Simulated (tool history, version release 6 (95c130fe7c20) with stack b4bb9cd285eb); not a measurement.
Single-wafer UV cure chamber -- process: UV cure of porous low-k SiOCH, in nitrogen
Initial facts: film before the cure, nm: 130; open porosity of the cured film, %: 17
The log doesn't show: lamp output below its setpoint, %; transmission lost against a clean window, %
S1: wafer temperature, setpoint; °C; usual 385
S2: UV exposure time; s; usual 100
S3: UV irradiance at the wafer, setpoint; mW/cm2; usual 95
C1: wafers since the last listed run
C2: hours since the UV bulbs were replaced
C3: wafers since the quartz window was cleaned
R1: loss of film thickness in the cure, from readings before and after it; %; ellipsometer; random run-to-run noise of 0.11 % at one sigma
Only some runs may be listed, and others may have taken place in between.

run,day,S1,S2,S3,C1,C2,C3,R1
1,0,385,115,95,0,835,25,6.545
2,1.221,385,100,95,214,864.3,240,5.856
3,3.321,385,100,95,369,914.7,609,6.247
4,4.529,385,100,95,212,943.7,822,6.197
5,6.096,385,100,95,275,981.3,1097,5.971
6,8.533,385,100,95,428,1039.8,1526,5.913
7,10.767,385,65,95,392,1093.4,1919,4.53
8,12.521,385,65,95,308,1135.5,2228,4.518
9,15.512,385,100,95,526,1207.3,2754,5.772
10,18.508,385,100,95,527,1279.2,3281,6.024
11,21.442,385,100,95,516,1349.6,3798,5.803
# day 23.525: quartz window cleaned
12,23.546,385,100,95,311,1400.1,3,5.824
13,25.246,385,100,95,299,1440.9,302,5.789
14,28.225,385,100,95,524,1512.4,827,5.888
15,29.479,370,150,95,220,1542.5,1047,6.881
16,30.683,373,115,107,211,1571.4,1259,6.462
17,31.783,385,100,95,193,1597.8,1453,5.635
18,32.896,385,100,95,195,1624.5,1648,5.85
19,35.312,385,100,95,425,1682.5,2074,5.771
20,36.362,385,155,95,184,1707.7,2258,7.3
21,38.396,397,125,125,357,1756.5,2616,7.718
# day 40.358: UV bulbs replaced
22,40.379,371,100,70,290,0.5,2907,5.76
23,42.204,385,150,95,321,44.3,3228,8.405
24,44.375,378,120,84,381,96.4,3610,7.126
25,45.846,385,100,95,258,131.7,3868,6.88
26,47.779,385,100,130,340,178.1,4209,7.871
# day 49.871: quartz window cleaned
27,49.892,385,55,115,313,228.8,3,5.161
28,51.021,404,75,95,198,255.9,201,5.842

Predict each of these 3 candidate next runs independently; none follows another, all start after run 28:
A,51.042,367,100,95,3,256.4,205,?
B,51.042,394,100,95,3,256.4,205,?
C,51.042,401,100,95,3,256.4,205,?

run,R1
A,6.341
B,6.726
C,6.822
Stripped of hidden state, with their random variation kept, the same runs would have yielded:
run,R1
A,6.83
B,7.224
C,7.321
